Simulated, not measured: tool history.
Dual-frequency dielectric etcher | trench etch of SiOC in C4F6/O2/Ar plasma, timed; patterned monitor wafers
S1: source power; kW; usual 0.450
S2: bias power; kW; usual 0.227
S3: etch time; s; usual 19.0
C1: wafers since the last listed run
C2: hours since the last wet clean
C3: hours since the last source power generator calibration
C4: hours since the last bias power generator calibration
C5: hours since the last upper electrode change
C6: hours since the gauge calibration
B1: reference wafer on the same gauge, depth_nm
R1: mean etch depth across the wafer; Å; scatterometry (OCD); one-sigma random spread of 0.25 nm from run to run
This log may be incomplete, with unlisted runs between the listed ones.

run    hour     S1     S2    S3    C1     C2      C3      C4      C5      C6     B1     R1
  1     0.0  0.450  0.227  23.0     0   68.1  1475.0   463.8  1891.9    40.4  39.05  540.6
  2    29.9  0.450  0.227  23.0   335   98.0  1504.9   493.7  1921.8    70.3  39.19  536.2
  3    80.3  0.450  0.227  23.0   564  148.4  1555.3   544.1  1972.2   120.7  39.08  539.5
  4   106.1  0.450  0.197  19.0   289  174.2  1581.1   569.9  1998.0   146.5  39.16  419.8
  5   158.1  0.450  0.197  19.0   582  226.2  1633.1   621.9  2050.0   198.5  39.13  426.3
  6   219.8  0.450  0.197  19.0   691  287.9  1694.8   683.6  2111.7   260.2  39.15  423.4
  7   290.3  0.450  0.185  19.0   790  358.4  1765.3   754.1  2182.2   330.7  39.09  414.9
  8   334.2  0.450  0.199  22.0   492  402.3  1809.2   798.0  2226.1   374.6  39.13  496.1
  9   372.0  0.530  0.227  24.5   423  440.1  1847.0   835.8  2263.9   412.4  39.13  619.2
 10   436.5  0.480  0.278  15.0   722  504.6  1911.5   900.3  2328.4   476.9  39.11  394.8
 11   474.8  0.550  0.227  19.0   429  542.9  1949.8   938.6  2366.7   515.2  39.07  495.7
      510.4  -- wet clean of the chamber
 12   510.9  0.450  0.227  19.0   135    0.5  1985.9   974.7  2402.8   551.3  39.08  450.2
 13   573.8  0.450  0.227  19.0   705   63.4  2048.8  1037.6  2465.7   614.2  39.15  448.4
 14   601.3  0.450  0.243  23.5   308   90.9  2076.3  1065.1  2493.2   641.7  39.15  571.9
 15   634.4  0.420  0.227  19.0   371  124.0  2109.4  1098.2  2526.3   674.8  39.05  434.8
 16   675.5  0.390  0.227  19.0   460  165.1  2150.5  1139.3  2567.4   715.9  39.06  416.7
 17   792.7  0.420  0.185  19.0  1313  282.3  2267.7  1256.5  2684.6   833.1  39.12  408.2
      952.7  -- bias power generator calibrated
      959.2  -- source power generator calibrated
 18  1006.6  0.450  0.243  19.0  2307  496.2    47.4    53.9  2898.5  1047.0  39.17  451.5
     1052.8  -- wet clean of the chamber
     1068.8  -- upper electrode replaced
 19  1137.3  0.350  0.184  16.0  1016   84.5   178.1   184.6    68.5  1177.7  39.16  304.8
 20  1191.5  0.420  0.227  19.0   607  138.7   232.3   238.8   122.7  1231.9  39.05  424.8
 21  1225.3  0.500  0.177  19.0   378  172.5   266.1   272.6   156.5  1265.7  39.13  423.8
 22  1260.3  0.450  0.274  19.0   392  207.5   301.1   307.6   191.5  1300.7  39.07  470.5
 23  1296.7  0.450  0.190  17.5   408  243.9   337.5   344.0   227.9  1337.1  39.08  379.7
     1319.7  -- gauge calibrated
 24  1363.8  0.410  0.199  19.0   752  311.0   404.6   411.1   295.0    44.1  39.14  401.0
 25  1396.9  0.450  0.227  19.0   371  344.1   437.7   444.2   328.1    77.2  39.15  439.6
 26  1423.4  0.550  0.227  19.0   297  370.6   464.2   470.7   354.6   103.7  39.15  479.7
 27  1488.4  0.450  0.227  19.0   728  435.6   529.2   535.7   419.6   168.7  39.08  440.7
     1568.6  -- wet clean of the chamber
 28  1676.8  0.450  0.227  15.5  1842  108.2   717.6   724.1   608.0   357.1  39.13  358.9
 29  1710.8  0.450  0.227  19.0   381  142.2   751.6   758.1   642.0   391.1  39.16  440.2
 30  1749.4  0.450  0.227  19.0   432  180.8   790.2   796.7   680.6   429.7  39.13  443.6

For each run, what was the tool's unlogged condition?
etch rate over this chamber's usual, %: 0 in every run
bias power that arrives over what is set, %: 0 in every run
gauge reads high (%): 0 in every run
H1: source power that arrives over what is set, %
run       H1
  1     2.82
  2     2.92
  3     3.09
  4     3.18
  5     3.37
  6     3.59
  7     3.86
  8     4.04
  9     4.19
 10     4.46
 11     4.62
 12     4.78
 13     5.06
 14     5.19
 15     5.34
 16     5.53
 17     6.11
 18  0.00593
 19   0.0386
 20   0.0632
 21   0.0819
 22    0.104
 23     0.13
 24    0.185
 25    0.216
 26    0.242
 27    0.314
 28    0.574
 29    0.629
 30    0.695
